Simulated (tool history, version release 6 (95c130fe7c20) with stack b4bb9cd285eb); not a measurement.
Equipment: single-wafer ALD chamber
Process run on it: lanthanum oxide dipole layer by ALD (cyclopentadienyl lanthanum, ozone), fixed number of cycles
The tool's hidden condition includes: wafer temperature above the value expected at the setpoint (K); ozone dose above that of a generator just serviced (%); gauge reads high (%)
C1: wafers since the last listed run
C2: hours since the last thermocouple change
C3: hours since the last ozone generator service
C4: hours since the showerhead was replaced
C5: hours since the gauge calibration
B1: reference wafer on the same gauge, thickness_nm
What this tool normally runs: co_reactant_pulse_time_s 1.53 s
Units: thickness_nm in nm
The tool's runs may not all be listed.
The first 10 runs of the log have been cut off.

-- hour=730.6 showerhead replaced
run 11 hour=784.2 | co_reactant_pulse_time_s=1.15 | C1=969 C2=1267.2 C3=1421.3 C4=53.6 C5=3165.4 | B1=0.52 | thickness_nm=0.444
run 12 hour=858.6 | co_reactant_pulse_time_s=1.15 | C1=1293 C2=1341.6 C3=1495.7 C4=128 C5=3239.8 | B1=0.52 | thickness_nm=0.44
run 13 hour=902.5 | co_reactant_pulse_time_s=1.53 | C1=763 C2=1385.5 C3=1539.6 C4=171.9 C5=3283.7 | B1=0.52 | thickness_nm=0.481
-- hour=933.1 ozone generator serviced
run 14 hour=988.3 | co_reactant_pulse_time_s=1.53 | C1=1352 C2=1471.3 C3=55.2 C4=257.7 C5=3369.5 | B1=0.52 | thickness_nm=0.501
run 15 hour=1054.4 | co_reactant_pulse_time_s=1.13 | C1=1149 C2=1537.4 C3=121.3 C4=323.8 C5=3435.6 | B1=0.52 | thickness_nm=0.465
-- hour=1120.7 gauge calibrated
run 16 hour=1136.7 | co_reactant_pulse_time_s=0.99 | C1=1430 C2=1619.7 C3=203.6 C4=406.1 C5=16 | B1=0.519 | thickness_nm=0.443
run 17 hour=1209.1 | co_reactant_pulse_time_s=2.04 | C1=1258 C2=1692.1 C3=276 C4=478.5 C5=88.4 | B1=0.52 | thickness_nm=0.51
run 18 hour=1300.2 | co_reactant_pulse_time_s=1.53 | C1=1583 C2=1783.2 C3=367.1 C4=569.6 C5=179.5 | B1=0.52 | thickness_nm=0.491
run 19 hour=1349.7 | co_reactant_pulse_time_s=1.53 | C1=860 C2=1832.7 C3=416.6 C4=619.1 C5=229 | B1=0.52 | thickness_nm=0.493
run 20 hour=1447.3 | co_reactant_pulse_time_s=1.27 | C1=1696 C2=1930.3 C3=514.2 C4=716.7 C5=326.6 | B1=0.519 | thickness_nm=0.461
run 21 hour=1546.4 | co_reactant_pulse_time_s=1.12 | C1=1722 C2=2029.4 C3=613.3 C4=815.8 C5=425.7 | B1=0.52 | thickness_nm=0.446
run 22 hour=1626.4 | co_reactant_pulse_time_s=1.79 | C1=1390 C2=2109.4 C3=693.3 C4=895.8 C5=505.7 | B1=0.52 | thickness_nm=0.499
run 23 hour=1686 | co_reactant_pulse_time_s=1.53 | C1=1036 C2=2169 C3=752.9 C4=955.4 C5=565.3 | B1=0.52 | thickness_nm=0.484
-- hour=1707.1 thermocouple changed; heater temperature recalibrated
run 24 hour=1722.8 | co_reactant_pulse_time_s=1.76 | C1=500 C2=15.7 C3=789.7 C4=992.2 C5=602.1 | B1=0.52 | thickness_nm=0.498
run 25 hour=1806.5 | co_reactant_pulse_time_s=1.35 | C1=1454 C2=99.4 C3=873.4 C4=1075.9 C5=685.8 | B1=0.52 | thickness_nm=0.472
run 26 hour=1976.5 | co_reactant_pulse_time_s=1.92 | C1=2955 C2=269.4 C3=1043.4 C4=1245.9 C5=855.8 | B1=0.519 | thickness_nm=0.5
run 27 hour=2083.7 | co_reactant_pulse_time_s=1.53 | C1=1863 C2=376.6 C3=1150.6 C4=1353.1 C5=963 | B1=0.52 | thickness_nm=0.479
run 28 hour=2155.2 | co_reactant_pulse_time_s=1.25 | C1=1242 C2=448.1 C3=1222.1 C4=1424.6 C5=1034.5 | B1=0.52 | thickness_nm=0.452
run 29 hour=2222.5 | co_reactant_pulse_time_s=1.73 | C1=1169 C2=515.4 C3=1289.4 C4=1491.9 C5=1101.8 | B1=0.52 | thickness_nm=0.495
run 30 hour=2541.3 | co_reactant_pulse_time_s=1.2 | C1=5541 C2=834.2 C3=1608.2 C4=1810.7 C5=1420.6 | B1=0.52 | thickness_nm=0.444
-- hour=2557.4 ozone generator serviced
run 31 hour=2648.1 | co_reactant_pulse_time_s=0.96 | C1=1717 C2=941 C3=90.7 C4=1917.5 C5=1527.4 | B1=0.52 | thickness_nm=0.44
run 32 hour=2713.4 | co_reactant_pulse_time_s=0.97 | C1=1135 C2=1006.3 C3=156 C4=1982.8 C5=1592.7 | B1=0.52 | thickness_nm=0.439
run 33 hour=2820.7 | co_reactant_pulse_time_s=1.32 | C1=1865 C2=1113.6 C3=263.3 C4=2090.1 C5=1700 | B1=0.52 | thickness_nm=0.482
run 34 hour=2911 | co_reactant_pulse_time_s=0.93 | C1=1569 C2=1203.9 C3=353.6 C4=2180.4 C5=1790.3 | B1=0.52 | thickness_nm=0.423

4 ways to go on from here, each from the tool as it stands after run 34. What would each give?
run A hour=2911.4 | co_reactant_pulse_time_s=1.02 | C1=6 C2=1204.3 C3=354 C4=2180.8 C5=1790.7 | B1=? | thickness_nm=?
run B hour=2911.4 | co_reactant_pulse_time_s=1.83 | C1=6 C2=1204.3 C3=354 C4=2180.8 C5=1790.7 | B1=? | thickness_nm=?
run C hour=2911.4 | co_reactant_pulse_time_s=1.14 | C1=6 C2=1204.3 C3=354 C4=2180.8 C5=1790.7 | B1=? | thickness_nm=?
run D hour=2911.4 | co_reactant_pulse_time_s=1.19 | C1=6 C2=1204.3 C3=354 C4=2180.8 C5=1790.7 | B1=? | thickness_nm=?

run=A B1=0.52 thickness_nm=0.438
run=B B1=0.52 thickness_nm=0.505
run=C B1=0.52 thickness_nm=0.455
run=D B1=0.52 thickness_nm=0.461
Stripped of hidden state, with their random variation kept, the same runs would have yielded:
run=A thickness_nm=0.457
run=B thickness_nm=0.513
run=C thickness_nm=0.472
run=D thickness_nm=0.477
